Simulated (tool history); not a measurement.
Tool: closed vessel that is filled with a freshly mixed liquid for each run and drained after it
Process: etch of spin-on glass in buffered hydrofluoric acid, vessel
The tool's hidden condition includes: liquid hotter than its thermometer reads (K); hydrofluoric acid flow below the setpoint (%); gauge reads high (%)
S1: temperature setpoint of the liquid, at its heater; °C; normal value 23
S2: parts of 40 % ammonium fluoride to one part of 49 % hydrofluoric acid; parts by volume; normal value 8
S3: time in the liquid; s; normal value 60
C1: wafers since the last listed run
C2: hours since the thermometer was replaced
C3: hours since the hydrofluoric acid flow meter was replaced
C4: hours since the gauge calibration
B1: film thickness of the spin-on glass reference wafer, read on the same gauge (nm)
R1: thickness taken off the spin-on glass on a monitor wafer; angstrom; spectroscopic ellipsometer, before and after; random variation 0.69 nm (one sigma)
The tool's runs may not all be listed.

run	hour	S1	S2	S3	C1	C2	C3	C4	B1	R1
1	0	23	8	60	0	805.2	204.3	1831.8	109.42	2175.8
2	62.4	23	8	60	9128	867.6	266.7	1894.2	109.37	2181.3
3	119	23	8	60	8280	924.2	323.3	1950.8	109.31	2191
4	159.1	23	8	60	5866	964.3	363.4	1990.9	109.27	2180.6
5	195.4	23	8	60	5310	1000.6	399.7	2027.2	109.25	2174.4
6	250.4	23	8	60	8046	1055.6	454.7	2082.2	109.2	2167.3
# hour 270: hydrofluoric acid flow meter replaced
7	322	23	8	60	10328	1127.2	52	2153.8	109.14	2178.9
8	358.9	23	8	60	5398	1164.1	88.9	2190.7	109.09	2171.2
9	397.5	23	8	60	5647	1202.7	127.5	2229.3	109.05	2170.2
10	433.5	23	8	60	5266	1238.7	163.5	2265.3	109.05	2173.4
# hour 459.3: thermometer replaced
11	484.2	23	8	60	7270	24.9	214.2	2316	108.98	2177
12	514.3	23	8	60	4403	55	244.3	2346.1	108.95	2178
13	630.4	23	8	60	16985	171.1	360.4	2462.2	108.82	2163.9
14	683.2	19.5	10	30	7724	223.9	413.2	2515	108.75	735.1
# hour 719.5: gauge calibrated
15	747.2	23	5	40	9362	287.9	477.2	27.7	109.81	2240.2
# hour 757: hydrofluoric acid flow meter replaced
16	783.5	23	6	85	5164	324.2	26.5	64	109.83	4087.7
17	841.2	23	8	60	8441	381.9	84.2	121.7	109.83	2191.6
18	909.2	23	8	40	9948	449.9	152.2	189.7	109.79	1468.4
19	962.1	19.5	8	60	7739	502.8	205.1	242.6	109.8	1799
20	1015.4	18	5.5	50	7797	556.1	258.4	295.9	109.79	1960.6
21	1048.1	23	8	60	4783	588.8	291.1	328.6	109.81	2191.4
22	1084.2	25	5	75	5281	624.9	327.2	364.7	109.79	4700.9
23	1137	23	8	60	7724	677.7	380	417.5	109.75	2194.7
24	1172	26	6	35	5120	712.7	415	452.5	109.76	1975.1
25	1233.4	23	8	35	8982	774.1	476.4	513.9	109.75	1276.8
# hour 1235.9: hydrofluoric acid flow meter replaced
26	1399.8	24.5	8	30	24197	940.5	163.9	680.3	109.72	1188.5
27	1471.3	23	8	60	10460	1012	235.4	751.8	109.67	2180.5
28	1540.7	20	6.5	40	10152	1081.4	304.8	821.2	109.66	1520.7
29	1605.8	23	8	60	9523	1146.5	369.9	886.3	109.64	2177
30	1636.8	23	6.5	40	4535	1177.5	400.9	917.3	109.64	1793
31	1662.9	25.5	8	60	3818	1203.6	427	943.4	109.64	2504.8
# hour 1671.2: thermometer replaced
32	1696.6	23	5	40	4783	25.4	460.7	977.1	109.61	2237.9
# hour 1762.7: hydrofluoric acid flow meter replaced
33	1763.2	21.5	6.5	40	9597	92	0.5	1043.7	109.56	1652.2
34	1792.1	23	6.5	60	4227	120.9	29.4	1072.6	109.58	2691.9

Forecast each of these 3 alternatives for the next run:
A	1792.8	23	7	60	102	121.6	30.1	1073.3	?	?
B	1792.8	19	8	85	102	121.6	30.1	1073.3	?	?
C	1792.8	25.5	8	30	102	121.6	30.1	1073.3	?	?

run	B1	R1
A	109.56	2514.7
B	109.56	2469.2
C	109.56	1246.9
With no hidden state in the tool, these same runs would have given:
run	R1
A	2524.7
B	2479
C	1251.9

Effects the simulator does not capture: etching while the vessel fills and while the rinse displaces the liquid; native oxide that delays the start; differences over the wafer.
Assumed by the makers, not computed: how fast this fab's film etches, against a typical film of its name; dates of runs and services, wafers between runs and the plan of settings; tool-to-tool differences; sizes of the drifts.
